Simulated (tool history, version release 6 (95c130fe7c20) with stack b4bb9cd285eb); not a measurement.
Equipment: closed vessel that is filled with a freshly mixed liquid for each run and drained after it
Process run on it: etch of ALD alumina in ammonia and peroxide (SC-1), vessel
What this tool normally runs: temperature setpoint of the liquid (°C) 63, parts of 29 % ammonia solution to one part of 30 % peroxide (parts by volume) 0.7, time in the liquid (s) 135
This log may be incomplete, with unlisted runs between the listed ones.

run,hour,temperature setpoint of the liquid (°C),parts of 29 % ammonia solution to one part of 30 % peroxide (parts by volume),time in the liquid (s),"read-back film thickness of the ALD alumina reference wafer, read on the same gauge (nm)",thickness taken off the ALD alumina on a monitor wafer (nm)
1,0,63,0.7,135,139.98,8.07
# hour 23.1: ammonia flow meter replaced
2,81,63,0.7,135,140,8.11
3,169.4,63,0.7,135,140.01,8.05
4,267.4,63,0.7,135,140,8.1
# hour 347.3: new drum of ammonia solution connected
5,366.6,63,0.95,135,139.99,8.25
6,406.7,63,0.95,135,140,8.22
7,477.9,63,0.95,135,139.99,8.23
8,535.9,59.5,0.9,135,139.99,6.79
9,603.4,59.5,0.9,135,140.02,6.82
10,654.6,70,0.45,70,139.99,5.65
11,736.6,63,0.6,135,140,7.81
12,790.3,70,0.8,135,140.02,11.22
# hour 849: ammonia flow meter replaced
13,852.1,70,0.7,185,140.04,15.34
# hour 870.2: new drum of ammonia solution connected
14,911.5,63,0.5,80,140,4.55
15,1013.8,60,0.95,135,139.98,6.94
# hour 1211.4: gauge calibrated
16,1233.2,63,0.85,205,140.01,12.18
17,1278.5,63,0.7,135,139.97,7.85
18,1323.5,70,0.7,185,139.98,15.28
# hour 1419: new drum of ammonia solution connected
19,1427.3,66,0.7,200,140.03,13.41

Forecast run 20:
# hour 1458.6: thermometer replaced
20,1535.1,58,0.6,190,?,?

{"run 20": {"read-back film thickness of the ALD alumina reference wafer, read on the same gauge (nm)": 139.96, "thickness taken off the ALD alumina on a monitor wafer (nm)": 8.7}}
With no hidden state in the tool, this same run would have given thickness taken off the ALD alumina on a monitor wafer (nm) 8.75.

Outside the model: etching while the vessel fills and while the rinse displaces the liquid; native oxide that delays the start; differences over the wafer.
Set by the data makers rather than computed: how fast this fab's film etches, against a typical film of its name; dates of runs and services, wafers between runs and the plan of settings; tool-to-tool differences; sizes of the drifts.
